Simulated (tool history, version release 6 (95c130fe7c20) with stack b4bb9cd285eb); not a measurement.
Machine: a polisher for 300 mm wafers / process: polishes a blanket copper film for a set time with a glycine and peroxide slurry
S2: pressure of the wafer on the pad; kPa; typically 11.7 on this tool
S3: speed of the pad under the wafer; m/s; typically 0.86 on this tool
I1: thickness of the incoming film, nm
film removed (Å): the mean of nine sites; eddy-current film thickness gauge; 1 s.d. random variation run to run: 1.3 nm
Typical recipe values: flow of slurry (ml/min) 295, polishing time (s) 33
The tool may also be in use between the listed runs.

run 1 hour=0 | flow_of_slurry_(ml/min)=295 S2=11.7 S3=0.86 polishing_time_(s)=33 | I1=1636.4 | film_removed_(Å)=948
run 2 hour=91.1 | flow_of_slurry_(ml/min)=295 S2=11.7 S3=0.86 polishing_time_(s)=33 | I1=1646.8 | film_removed_(Å)=935
run 3 hour=136.7 | flow_of_slurry_(ml/min)=295 S2=11.7 S3=0.86 polishing_time_(s)=33 | I1=1631.5 | film_removed_(Å)=947
-- hour=157.3 worn pad replaced by a new one
run 4 hour=175.5 | flow_of_slurry_(ml/min)=295 S2=11.7 S3=0.86 polishing_time_(s)=33 | I1=1654.7 | film_removed_(Å)=940
run 5 hour=215.1 | flow_of_slurry_(ml/min)=295 S2=11.7 S3=0.86 polishing_time_(s)=33 | I1=1626.6 | film_removed_(Å)=919
run 6 hour=301.3 | flow_of_slurry_(ml/min)=295 S2=11.7 S3=0.86 polishing_time_(s)=33 | I1=1635.1 | film_removed_(Å)=927
-- hour=380 worn pad replaced by a new one
run 7 hour=403.2 | flow_of_slurry_(ml/min)=295 S2=11.7 S3=0.86 polishing_time_(s)=28 | I1=1637.9 | film_removed_(Å)=791
run 8 hour=465.5 | flow_of_slurry_(ml/min)=295 S2=11.7 S3=0.86 polishing_time_(s)=28 | I1=1647.6 | film_removed_(Å)=770
run 9 hour=505.1 | flow_of_slurry_(ml/min)=255 S2=11.7 S3=0.86 polishing_time_(s)=33 | I1=1661 | film_removed_(Å)=885
run 10 hour=585.3 | flow_of_slurry_(ml/min)=295 S2=15.2 S3=0.86 polishing_time_(s)=33 | I1=1673.9 | film_removed_(Å)=1060
-- hour=592.1 head pressure recalibrated
-- hour=597.2 worn pad replaced by a new one
run 11 hour=675.4 | flow_of_slurry_(ml/min)=245 S2=8.3 S3=0.86 polishing_time_(s)=33 | I1=1661.3 | film_removed_(Å)=795
run 12 hour=722.6 | flow_of_slurry_(ml/min)=295 S2=11.7 S3=1.12 polishing_time_(s)=33 | I1=1644.8 | film_removed_(Å)=1184
run 13 hour=820.3 | flow_of_slurry_(ml/min)=295 S2=11.7 S3=0.86 polishing_time_(s)=33 | I1=1627 | film_removed_(Å)=952
-- hour=826 slurry nozzle cleaned
run 14 hour=866.4 | flow_of_slurry_(ml/min)=375 S2=9.7 S3=0.86 polishing_time_(s)=40 | I1=1610.8 | film_removed_(Å)=1043
-- hour=871.6 worn pad replaced by a new one
run 15 hour=963.1 | flow_of_slurry_(ml/min)=335 S2=9.7 S3=1.06 polishing_time_(s)=44 | I1=1629.9 | film_removed_(Å)=1333
run 16 hour=1006.8 | flow_of_slurry_(ml/min)=195 S2=13.8 S3=0.86 polishing_time_(s)=33 | I1=1610.9 | film_removed_(Å)=1041
-- hour=1092.4 worn pad replaced by a new one
run 17 hour=1111.4 | flow_of_slurry_(ml/min)=340 S2=15.9 S3=0.58 polishing_time_(s)=37 | I1=1661.7 | film_removed_(Å)=999
run 18 hour=1206 | flow_of_slurry_(ml/min)=295 S2=11.7 S3=0.86 polishing_time_(s)=33 | I1=1670.4 | film_removed_(Å)=958

Each row is a separate what-if for the run after 18, all from the same tool condition, not one after another. Results?
run A hour=1206.4 | flow_of_slurry_(ml/min)=295 S2=11.7 S3=1.16 polishing_time_(s)=33 | I1=1635.8 | film_removed_(Å)=?
run B hour=1206.4 | flow_of_slurry_(ml/min)=295 S2=11.7 S3=0.74 polishing_time_(s)=33 | I1=1635.8 | film_removed_(Å)=?
run C hour=1206.4 | flow_of_slurry_(ml/min)=365 S2=10.3 S3=1.02 polishing_time_(s)=30 | I1=1635.8 | film_removed_(Å)=?

run=A film_removed_(Å)=1194
run=B film_removed_(Å)=862
run=C film_removed_(Å)=920
Stripped of hidden state, with their random variation kept, the same runs would have yielded:
run=A film_removed_(Å)=1199
run=B film_removed_(Å)=865
run=C film_removed_(Å)=924
